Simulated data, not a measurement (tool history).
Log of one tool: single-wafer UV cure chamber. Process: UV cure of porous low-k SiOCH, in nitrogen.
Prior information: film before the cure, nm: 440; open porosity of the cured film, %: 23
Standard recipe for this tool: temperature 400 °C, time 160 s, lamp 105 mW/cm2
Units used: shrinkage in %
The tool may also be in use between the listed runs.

run     day  temperature  time  lamp  wafers since the last listed run  hours since the UV bulbs were replaced  wafers since the quartz window was cleaned  shrinkage
  1       0          400   160   105                                 0                                  1283.9                                        3141      10.38
  2   1.067          400   160   105                               177                                  1309.5                                        3319     10.306
  3   1.367          400   160   126                                49                                  1316.7                                        3369     11.353
  4   1.733          400   120   105                                61                                  1325.5                                        3430      8.986
  5   2.408          400   160   105                               112                                  1341.7                                        3542     10.238
  6    2.95          400   160   105                                90                                  1354.7                                        3633     10.312
  7   3.667          400   160   105                               119                                  1371.9                                        3752     10.491
  8   4.404          400    85   105                               122                                  1389.6                                        3875      7.253
  9   4.842          400    85   105                                72                                  1400.1                                        3948      7.235
 10    6.85          400   120   116                               334                                  1448.3                                        4282      9.302
      7.421  -- quartz window cleaned
 11   7.504          381   195   122                                53                                    1464                                          13     11.906
 12   8.125          400   160    78                               103                                  1478.9                                         117       8.72
 13   9.196          400   160   105                               178                                  1504.6                                         295     10.287
 14  10.508          400   160    77                               218                                  1536.1                                         514      8.578
      10.85  -- UV bulbs replaced
 15  10.904          414    75   105                                10                                     1.3                                         524      8.674
 16  11.588          400   160   105                               113                                    17.7                                         638     12.234
 17  12.183          400    95   105                                99                                      32                                         737      9.407
 18  13.796          400   160   105                               268                                    70.7                                        1006     12.101
 19  14.171          380   160   136                                62                                    79.7                                        1068     12.781

Alternative continuations, all from the tool just after run 19; predict every row:
  A  14.192          400   110   105                                 3                                    80.2                                        1072          ?
  B  14.192          415   125   119                                 3                                    80.2                                        1072          ?
  C  14.192          400    65    91                                 3                                    80.2                                        1072          ?
  D  14.192          400   135   105                                 3                                    80.2                                        1072          ?
  E  14.192          414   220   105                                 3                                    80.2                                        1072          ?

run  shrinkage
  A     10.265
  B     11.932
  C      6.921
  D     11.362
  E     14.379
With no hidden state in the tool, these same runs would have given:
run  shrinkage
  A     10.787
  B     12.472
  C      7.379
  D     11.896
  E     14.943
